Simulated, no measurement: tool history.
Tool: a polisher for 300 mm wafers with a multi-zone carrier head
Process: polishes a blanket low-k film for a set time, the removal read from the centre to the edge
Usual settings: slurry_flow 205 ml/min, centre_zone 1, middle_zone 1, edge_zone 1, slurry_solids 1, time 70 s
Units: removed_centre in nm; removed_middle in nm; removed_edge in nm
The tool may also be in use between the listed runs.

run    hour  slurry_flow  centre_zone  middle_zone  edge_zone  slurry_solids  time  incoming thickness of the incoming film, nm  removed_centre  removed_middle  removed_edge
  1       0          170            1            1          1              1    70                                        443.5            15.7            15.6            16
        4.6  -- worn pad replaced by a new one
       45.4  -- centre zone pressure recalibrated
  2    86.9          205            1            1          1              1    70                                        444.3            17.2            17.6          17.7
      108.1  -- slurry nozzle cleaned
  3   130.5          205            1            1          1              1    70                                        444.1            17.3            16.8          17.4
  4   202.3          205            1            1          1            0.9    70                                        438.7            15.1            15.1          15.2
      210.8  -- worn pad replaced by a new one
  5     241          205            1            1          1            0.9    70                                        437.8            16.9            16.4          16.9
  6   282.4          205         1.06            1          1              1    70                                        440.3            18.3            17.3          18.2
      357.5  -- slurry nozzle cleaned
  7   358.2          205            1            1          1              1    70                                        438.5            16.9            16.7          17.2
  8   437.9          205            1            1          1              1    70                                        434.8            15.1            15.7          15.3
      447.1  -- worn pad replaced by a new one
  9     475          205            1            1          1              1    70                                        442.6            17.6            17.8          18.4
 10     552          205            1            1       0.92              1    70                                        448.6            17.2            17.6          17.4
 11   599.6          205            1            1          1              1    70                                        437.5              17            16.7          17.1
      641.3  -- centre zone pressure recalibrated
 12   641.8          205            1            1          1              1    80                                        445.5            18.1            18.3          18.7
      653.2  -- edge zone pressure recalibrated
      655.9  -- slurry nozzle cleaned
      690.8  -- worn pad replaced by a new one
 13   727.9          145         0.95            1          1            0.9    84                                        445.2            18.5            19.7          19.6
 14   790.5          205            1            1          1              1    70                                          447            17.5            17.9          17.5
      832.2  -- carrier head's membrane replaced by a new one
 15     867          205            1            1          1              1    70                                        442.7            16.4            16.2          16.6
        899  -- worn pad replaced by a new one
 16   925.8          205            1            1          1            1.1    70                                        445.2            18.9            19.1          19.1
      941.1  -- slurry nozzle cleaned
 17  1008.2          205         0.93          1.1       0.92              1    55                                        438.6            12.6            14.5            13
 18  1048.5          205            1         1.08          1              1    93                                        441.1              22            24.1          22.5
 19  1128.8          205            1         0.91          1           1.15    70                                        437.7            16.3            15.4          16.7

Hidden state or all else? Some run-to-run changes of removed_centre, split into what the settings, what came in and random variation would give without the hidden state, and what is left for the hidden state (with any gauge scatter that isn't in both results):
The hidden state here: removal rate lost through wear of the pad, %; slurry flow missing at the pad, %; deviation of the centre zone's pressure from its setpoint, %; deviation of the edge zone's pressure from its setpoint, %.
Run 8 -> 9: worn pad replaced by a new one. removed_centre +2.5 nm: hidden state +2.6, all else -0.1.
Run 17 -> 18: centre_zone 0.93 -> 1, middle_zone 1.1 -> 1.08, edge_zone 0.92 -> 1, time 55 -> 93. removed_centre +9.4 nm: hidden state -1.1, all else +10.5.

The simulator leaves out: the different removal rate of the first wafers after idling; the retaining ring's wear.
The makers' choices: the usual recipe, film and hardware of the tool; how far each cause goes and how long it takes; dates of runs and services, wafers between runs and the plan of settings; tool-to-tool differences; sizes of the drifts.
